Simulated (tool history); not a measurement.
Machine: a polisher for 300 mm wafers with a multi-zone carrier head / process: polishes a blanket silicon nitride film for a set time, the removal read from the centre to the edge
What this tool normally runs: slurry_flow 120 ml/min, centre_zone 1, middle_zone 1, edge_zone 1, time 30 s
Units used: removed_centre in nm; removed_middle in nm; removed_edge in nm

run,hour,slurry_flow,centre_zone,middle_zone,edge_zone,time,"incoming thickness of the incoming film, nm",removed_centre,removed_middle,removed_edge
1,0,120,0.93,1,1.09,30,931.1,40.4,43.5,42.7
2,20.4,120,0.93,1,1.09,30,909.6,40.1,43.4,42.7
3,45.7,120,0.93,1,1.09,30,925.7,39.9,42.1,42.2
4,58.6,105,1,1,1,30,919.9,40.6,40.9,39.5
# hour 113.4: worn pad replaced by a new one
5,160.5,110,1,0.91,1,30,923,37.3,34.9,36.7
# hour 168.4: centre zone pressure recalibrated
6,182.2,110,1,0.91,1,30,914.2,37,35.3,35.9
# hour 197.1: edge zone pressure recalibrated
7,207,140,1,1,1,30,931.6,39.5,39.4,37.4
# hour 262.1: carrier head's membrane replaced by a new one
# hour 262.5: worn pad replaced by a new one, repeated, since the last time left the tool worse
8,263,140,1,1,1,30,933.2,46.4,45.8,44.5
9,278.7,140,1,1,1,30,907.3,45.8,46.2,43.1
10,338.7,155,0.95,1,1.08,34,916.5,48.7,52.2,49.4
11,356,120,1,1,1,30,939.2,42.5,43.2,41.1
# hour 363.4: slurry nozzle cleaned
12,378.1,120,1,1,1,30,924,42.9,42,40.5
13,393.8,120,1,1,1,30,922.9,42.3,42.1,40.6
# hour 416.2: worn pad replaced by a new one
14,428.6,120,1,1,1,30,924.7,44.2,44,42.1
15,452.2,120,1,0.89,1,36,933.5,52,47.3,49.3
16,470.5,85,0.93,1,1,30,917.4,35.5,39.6,38.4

What does the tool deliver on the next run?
17,501.1,120,1.05,1,1,30,923.2,?,?,?

Logged for run 17: removed_centre 43.8 nm, removed_middle 42.5 nm, removed_edge 40.4 nm.
Were there no unlogged condition in the tool, this run, its random variation unchanged, would have produced removed_centre 46.3 nm, removed_middle 44.9 nm, removed_edge 42.7 nm.
